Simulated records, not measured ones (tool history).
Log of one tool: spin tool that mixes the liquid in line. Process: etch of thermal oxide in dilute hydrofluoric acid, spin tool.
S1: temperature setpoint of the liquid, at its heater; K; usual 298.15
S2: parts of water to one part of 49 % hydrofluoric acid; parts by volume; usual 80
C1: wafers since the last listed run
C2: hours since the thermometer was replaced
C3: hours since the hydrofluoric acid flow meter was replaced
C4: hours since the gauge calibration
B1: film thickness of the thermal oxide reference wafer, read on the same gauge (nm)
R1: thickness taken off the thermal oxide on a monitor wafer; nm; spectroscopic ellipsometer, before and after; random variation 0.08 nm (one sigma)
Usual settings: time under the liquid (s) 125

{"run": 1, "hour": 0.0, "S1": 298.15, "S2": 80, "time under the liquid (s)": 125, "C1": 0, "C2": 246.2, "C3": 348.1, "C4": 1298.1, "B1": 60, "R1": 8.56}
{"run": 2, "hour": 50.6, "S1": 298.15, "S2": 80, "time under the liquid (s)": 125, "C1": 464, "C2": 296.8, "C3": 398.7, "C4": 1348.7, "B1": 59.98, "R1": 8.62}
{"run": 3, "hour": 132.7, "S1": 298.15, "S2": 80, "time under the liquid (s)": 125, "C1": 753, "C2": 378.9, "C3": 480.8, "C4": 1430.8, "B1": 60.01, "R1": 8.76}
{"run": 4, "hour": 215.2, "S1": 298.15, "S2": 80, "time under the liquid (s)": 125, "C1": 757, "C2": 461.4, "C3": 563.3, "C4": 1513.3, "B1": 60, "R1": 8.73}
{"hour": 259.0, "done": "hydrofluoric acid flow meter replaced"}
{"run": 5, "hour": 288.6, "S1": 299.15, "S2": 80, "time under the liquid (s)": 125, "C1": 664, "C2": 534.8, "C3": 29.6, "C4": 1586.7, "B1": 60, "R1": 8.96}
{"run": 6, "hour": 338.9, "S1": 299.15, "S2": 80, "time under the liquid (s)": 125, "C1": 461, "C2": 585.1, "C3": 79.9, "C4": 1637, "B1": 60, "R1": 9.05}
{"run": 7, "hour": 395.9, "S1": 299.15, "S2": 80, "time under the liquid (s)": 125, "C1": 523, "C2": 642.1, "C3": 136.9, "C4": 1694, "B1": 60.01, "R1": 9.06}
{"run": 8, "hour": 488.4, "S1": 298.15, "S2": 80, "time under the liquid (s)": 125, "C1": 848, "C2": 734.6, "C3": 229.4, "C4": 1786.5, "B1": 60.01, "R1": 8.58}
{"run": 9, "hour": 594.3, "S1": 298.15, "S2": 80, "time under the liquid (s)": 125, "C1": 971, "C2": 840.5, "C3": 335.3, "C4": 1892.4, "B1": 60, "R1": 8.73}
{"run": 10, "hour": 692.0, "S1": 294.65, "S2": 80, "time under the liquid (s)": 125, "C1": 896, "C2": 938.2, "C3": 433, "C4": 1990.1, "B1": 60.01, "R1": 7.4}
{"run": 11, "hour": 767.6, "S1": 298.15, "S2": 50, "time under the liquid (s)": 125, "C1": 693, "C2": 1013.8, "C3": 508.6, "C4": 2065.7, "B1": 60.01, "R1": 14.3}
{"run": 12, "hour": 829.5, "S1": 298.15, "S2": 50, "time under the liquid (s)": 125, "C1": 568, "C2": 1075.7, "C3": 570.5, "C4": 2127.6, "B1": 60.01, "R1": 14.33}
{"run": 13, "hour": 912.6, "S1": 298.15, "S2": 50, "time under the liquid (s)": 125, "C1": 762, "C2": 1158.8, "C3": 653.6, "C4": 2210.7, "B1": 60, "R1": 14.39}
{"hour": 949.0, "done": "hydrofluoric acid flow meter replaced"}
{"run": 14, "hour": 970.9, "S1": 298.15, "S2": 80, "time under the liquid (s)": 125, "C1": 525, "C2": 1217.1, "C3": 21.9, "C4": 2269, "B1": 60, "R1": 8.59}
{"run": 15, "hour": 1042.9, "S1": 298.15, "S2": 95, "time under the liquid (s)": 200, "C1": 660, "C2": 1289.1, "C3": 93.9, "C4": 2341, "B1": 59.99, "R1": 11.41}
{"run": 16, "hour": 1125.5, "S1": 298.15, "S2": 80, "time under the liquid (s)": 125, "C1": 758, "C2": 1371.7, "C3": 176.5, "C4": 2423.6, "B1": 60.01, "R1": 8.65}
{"hour": 1184.8, "done": "thermometer replaced"}
{"run": 17, "hour": 1221.6, "S1": 301.65, "S2": 55, "time under the liquid (s)": 195, "C1": 872, "C2": 36.8, "C3": 272.6, "C4": 2519.7, "B1": 60.02, "R1": 23.65}
{"run": 18, "hour": 1329.3, "S1": 296.15, "S2": 80, "time under the liquid (s)": 190, "C1": 988, "C2": 144.5, "C3": 380.3, "C4": 2627.4, "B1": 60.03, "R1": 12.19}
{"run": 19, "hour": 1405.2, "S1": 298.15, "S2": 80, "time under the liquid (s)": 65, "C1": 696, "C2": 220.4, "C3": 456.2, "C4": 2703.3, "B1": 59.97, "R1": 4.51}
{"hour": 1464.6, "done": "gauge calibrated"}
{"run": 20, "hour": 1471.1, "S1": 294.15, "S2": 110, "time under the liquid (s)": 75, "C1": 604, "C2": 286.3, "C3": 522.1, "C4": 6.5, "B1": 60, "R1": 3.07}
{"run": 21, "hour": 1534.0, "S1": 298.15, "S2": 80, "time under the liquid (s)": 125, "C1": 577, "C2": 349.2, "C3": 585, "C4": 69.4, "B1": 60.02, "R1": 8.72}
{"hour": 1603.9, "done": "hydrofluoric acid flow meter replaced"}
{"run": 22, "hour": 1626.9, "S1": 300.15, "S2": 110, "time under the liquid (s)": 145, "C1": 843, "C2": 442.1, "C3": 23, "C4": 162.3, "B1": 60, "R1": 7.64}
{"run": 23, "hour": 1729.3, "S1": 298.15, "S2": 80, "time under the liquid (s)": 125, "C1": 939, "C2": 544.5, "C3": 125.4, "C4": 264.7, "B1": 60, "R1": 8.82}
{"run": 24, "hour": 1782.4, "S1": 298.15, "S2": 80, "time under the liquid (s)": 125, "C1": 487, "C2": 597.6, "C3": 178.5, "C4": 317.8, "B1": 60, "R1": 8.69}
{"run": 25, "hour": 1849.5, "S1": 299.65, "S2": 80, "time under the liquid (s)": 70, "C1": 615, "C2": 664.7, "C3": 245.6, "C4": 384.9, "B1": 60, "R1": 5.21}
{"run": 26, "hour": 1923.6, "S1": 293.15, "S2": 65, "time under the liquid (s)": 55, "C1": 680, "C2": 738.8, "C3": 319.7, "C4": 459, "B1": 60, "R1": 3.95}
{"run": 27, "hour": 1996.8, "S1": 295.15, "S2": 80, "time under the liquid (s)": 125, "C1": 671, "C2": 812, "C3": 392.9, "C4": 532.2, "B1": 60, "R1": 7.66}
{"run": 28, "hour": 2085.9, "S1": 298.15, "S2": 80, "time under the liquid (s)": 125, "C1": 817, "C2": 901.1, "C3": 482, "C4": 621.3, "B1": 60.01, "R1": 8.67}
{"run": 29, "hour": 2160.9, "S1": 298.15, "S2": 80, "time under the liquid (s)": 125, "C1": 688, "C2": 976.1, "C3": 557, "C4": 696.3, "B1": 60, "R1": 8.66}
{"run": 30, "hour": 2267.3, "S1": 294.65, "S2": 120, "time under the liquid (s)": 125, "C1": 976, "C2": 1082.5, "C3": 663.4, "C4": 802.7, "B1": 60.02, "R1": 4.84}
{"hour": 2302.7, "done": "hydrofluoric acid flow meter replaced"}
{"run": 31, "hour": 2374.3, "S1": 300.65, "S2": 50, "time under the liquid (s)": 160, "C1": 972, "C2": 1189.5, "C3": 71.6, "C4": 909.7, "B1": 59.98, "R1": 20.27}
{"run": 32, "hour": 2470.2, "S1": 298.15, "S2": 90, "time under the liquid (s)": 125, "C1": 880, "C2": 1285.4, "C3": 167.5, "C4": 1005.6, "B1": 60, "R1": 7.64}
{"run": 33, "hour": 2557.9, "S1": 298.15, "S2": 80, "time under the liquid (s)": 125, "C1": 804, "C2": 1373.1, "C3": 255.2, "C4": 1093.3, "B1": 60.02, "R1": 8.5}

Forecast each of these 5 alternatives for the next run:
{"run": "A", "hour": 2558.4, "S1": 298.15, "S2": 80, "time under the liquid (s)": 75, "C1": 4, "C2": 1373.6, "C3": 255.7, "C4": 1093.8, "B1": "?", "R1": "?"}
{"run": "B", "hour": 2558.4, "S1": 298.15, "S2": 80, "time under the liquid (s)": 175, "C1": 4, "C2": 1373.6, "C3": 255.7, "C4": 1093.8, "B1": "?", "R1": "?"}
{"run": "C", "hour": 2558.4, "S1": 298.15, "S2": 115, "time under the liquid (s)": 125, "C1": 4, "C2": 1373.6, "C3": 255.7, "C4": 1093.8, "B1": "?", "R1": "?"}
{"run": "D", "hour": 2558.4, "S1": 298.15, "S2": 110, "time under the liquid (s)": 125, "C1": 4, "C2": 1373.6, "C3": 255.7, "C4": 1093.8, "B1": "?", "R1": "?"}
{"run": "E", "hour": 2558.4, "S1": 302.15, "S2": 80, "time under the liquid (s)": 185, "C1": 4, "C2": 1373.6, "C3": 255.7, "C4": 1093.8, "B1": "?", "R1": "?"}

run=A B1=60.01 R1=5.14
run=B B1=60.01 R1=11.99
run=C B1=60.01 R1=5.7
run=D B1=60.01 R1=6
run=E B1=60.01 R1=14.83
Without the tool's hidden state the same runs would have given:
run=A R1=5.14
run=B R1=11.99
run=C R1=5.7
run=D R1=6
run=E R1=14.83
